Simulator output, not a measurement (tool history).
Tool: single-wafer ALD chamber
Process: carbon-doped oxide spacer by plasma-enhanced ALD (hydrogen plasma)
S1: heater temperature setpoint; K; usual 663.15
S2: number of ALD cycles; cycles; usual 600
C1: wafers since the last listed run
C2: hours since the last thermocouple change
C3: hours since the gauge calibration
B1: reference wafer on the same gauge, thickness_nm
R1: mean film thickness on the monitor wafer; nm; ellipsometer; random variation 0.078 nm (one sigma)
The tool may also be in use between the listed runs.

Run 1, hour 0: usual settings but S2 654 cycles; C1 0; C2 147.1; C3 779.9; B1 27.126. Result: R1 34.306 nm.
Run 2, hour 41: usual settings but S2 654 cycles; C1 24; C2 188.1; C3 820.9; B1 27.113. Result: R1 34.266 nm.
Run 3, hour 272.7: usual settings but S2 654 cycles; C1 141; C2 419.8; C3 1052.6; B1 27.191. Result: R1 34.447 nm.
Run 4, hour 333.8: usual settings; C1 37; C2 480.9; C3 1113.7; B1 27.222. Result: R1 31.748 nm.
Run 5, hour 376.1: usual settings; C1 25; C2 523.2; C3 1156; B1 27.241. Result: R1 31.713 nm.
Run 6, hour 413.2: usual settings; C1 22; C2 560.3; C3 1193.1; B1 27.251. Result: R1 31.636 nm.
Run 7, hour 484: usual settings; C1 43; C2 631.1; C3 1263.9; B1 27.308. Result: R1 31.614 nm.
Run 8, hour 578.5: usual settings; C1 57; C2 725.6; C3 1358.4; B1 27.346. Result: R1 31.588 nm.
Run 9, hour 755.1: usual settings but S1 670.15 K, S2 542 cycles; C1 107; C2 902.2; C3 1535; B1 27.374. Result: R1 28.791 nm.
Run 10, hour 835.5: usual settings; C1 49; C2 982.6; C3 1615.4; B1 27.439. Result: R1 31.834 nm.
Run 11, hour 918.3: usual settings; C1 50; C2 1065.4; C3 1698.2; B1 27.453. Result: R1 31.903 nm.
Run 12, hour 986.8: usual settings but S1 657.15 K, S2 686 cycles; C1 41; C2 1133.9; C3 1766.7; B1 27.492. Result: R1 36.487 nm.
At hour 1007.9: thermocouple changed; heater temperature recalibrated.
At hour 1013.2: gauge calibrated.
Run 13, hour 1053.1: usual settings; C1 35; C2 45.2; C3 39.9; B1 27.037. Result: R1 31.419 nm.
Run 14, hour 1092.7: usual settings but S1 670.15 K, S2 689 cycles; C1 24; C2 84.8; C3 79.5; B1 27.031. Result: R1 36.142 nm.
Run 15, hour 1160.7: usual settings but S1 650.15 K, S2 492 cycles; C1 41; C2 152.8; C3 147.5; B1 27.052. Result: R1 25.755 nm.
Run 16, hour 1430.3: usual settings but S1 654.15 K, S2 670 cycles; C1 164; C2 422.4; C3 417.1; B1 27.15. Result: R1 35.185 nm.
Run 17, hour 1500.6: usual settings but S1 650.15 K, S2 551 cycles; C1 42; C2 492.7; C3 487.4; B1 27.214. Result: R1 28.985 nm.
Run 18, hour 1543.5: usual settings but S2 670 cycles; C1 26; C2 535.6; C3 530.3; B1 27.221. Result: R1 35.469 nm.
Run 19, hour 1798.6: usual settings but S1 655.15 K; C1 155; C2 790.7; C3 785.4; B1 27.314. Result: R1 31.673 nm.
Run 20, hour 1896: usual settings; C1 59; C2 888.1; C3 882.8; B1 27.366. Result: R1 31.828 nm.
Run 21, hour 1997.4: usual settings but S1 675.15 K, S2 528 cycles; C1 61; C2 989.5; C3 984.2; B1 27.372. Result: R1 27.734 nm.
Run 22, hour 2037.6: usual settings but S1 672.15 K, S2 502 cycles; C1 24; C2 1029.7; C3 1024.4; B1 27.429. Result: R1 26.644 nm.

Forecast each of these 4 alternatives for the next run:
Run A, hour 2038.9: usual settings; C1 0; C2 1031; C3 1025.7; B1 ?. Result: R1 ?.
Run B, hour 2038.9: usual settings but S1 670.15 K, S2 652 cycles; C1 0; C2 1031; C3 1025.7; B1 ?. Result: R1 ?.
Run C, hour 2038.9: usual settings but S1 658.15 K, S2 634 cycles; C1 0; C2 1031; C3 1025.7; B1 ?. Result: R1 ?.
Run D, hour 2038.9: usual settings but S1 675.15 K, S2 542 cycles; C1 0; C2 1031; C3 1025.7; B1 ?. Result: R1 ?.

run      B1      R1
  A  27.396  31.748
  B  27.396    34.5
  C  27.396  33.548
  D  27.396  28.363
Without the tool's hidden state the same runs would have given:
run      R1
  A  31.153
  B  33.853
  C  32.918
  D  27.831

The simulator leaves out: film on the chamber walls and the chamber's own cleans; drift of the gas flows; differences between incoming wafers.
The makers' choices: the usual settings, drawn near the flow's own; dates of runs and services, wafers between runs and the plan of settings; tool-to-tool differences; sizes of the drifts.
